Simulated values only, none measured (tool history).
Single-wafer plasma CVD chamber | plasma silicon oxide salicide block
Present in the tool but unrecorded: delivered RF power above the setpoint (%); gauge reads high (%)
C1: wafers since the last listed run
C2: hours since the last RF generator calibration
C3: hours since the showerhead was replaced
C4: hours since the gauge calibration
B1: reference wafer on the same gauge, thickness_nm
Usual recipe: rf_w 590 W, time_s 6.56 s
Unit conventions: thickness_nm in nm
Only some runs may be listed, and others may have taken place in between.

{"run": 1, "hour": 0.0, "rf_w": 545, "time_s": 6.56, "C1": 0, "C2": 1300.3, "C3": 4643.1, "C4": 57.7, "B1": 63.6, "thickness_nm": 54.792}
{"run": 2, "hour": 100.8, "rf_w": 545, "time_s": 6.56, "C1": 3056, "C2": 1401.1, "C3": 4743.9, "C4": 158.5, "B1": 63.635, "thickness_nm": 54.891}
{"run": 3, "hour": 178.3, "rf_w": 545, "time_s": 6.56, "C1": 2350, "C2": 1478.6, "C3": 4821.4, "C4": 236.0, "B1": 63.628, "thickness_nm": 54.885}
{"run": 4, "hour": 251.0, "rf_w": 500, "time_s": 6.56, "C1": 2204, "C2": 1551.3, "C3": 4894.1, "C4": 308.7, "B1": 63.592, "thickness_nm": 52.397}
{"run": 5, "hour": 325.0, "rf_w": 500, "time_s": 6.56, "C1": 2243, "C2": 1625.3, "C3": 4968.1, "C4": 382.7, "B1": 63.595, "thickness_nm": 51.969}
{"run": 6, "hour": 403.2, "rf_w": 590, "time_s": 6.56, "C1": 2371, "C2": 1703.5, "C3": 5046.3, "C4": 460.9, "B1": 63.559, "thickness_nm": 56.922}
{"run": 7, "hour": 476.9, "rf_w": 590, "time_s": 6.56, "C1": 2234, "C2": 1777.2, "C3": 5120.0, "C4": 534.6, "B1": 63.605, "thickness_nm": 56.874}
{"hour": 485.9, "done": "showerhead replaced"}
{"run": 8, "hour": 578.1, "rf_w": 590, "time_s": 5.71, "C1": 2826, "C2": 1878.4, "C3": 92.2, "C4": 635.8, "B1": 63.632, "thickness_nm": 49.42}
{"run": 9, "hour": 678.9, "rf_w": 590, "time_s": 5.71, "C1": 3056, "C2": 1979.2, "C3": 193.0, "C4": 736.6, "B1": 63.554, "thickness_nm": 49.338}
{"run": 10, "hour": 741.7, "rf_w": 485, "time_s": 7.74, "C1": 1904, "C2": 2042.0, "C3": 255.8, "C4": 799.4, "B1": 63.587, "thickness_nm": 60.236}

The next listed run, before its measurement:
{"run": 11, "hour": 834.9, "rf_w": 590, "time_s": 6.56, "C1": 2826, "C2": 2135.2, "C3": 349.0, "C4": 892.6, "B1": "?", "thickness_nm": "?"}

B1: 63.605
thickness_nm: 56.460 nm
If the tool had no hidden condition, the same run with the same run-to-run variation would have returned thickness_nm 58.106 nm.
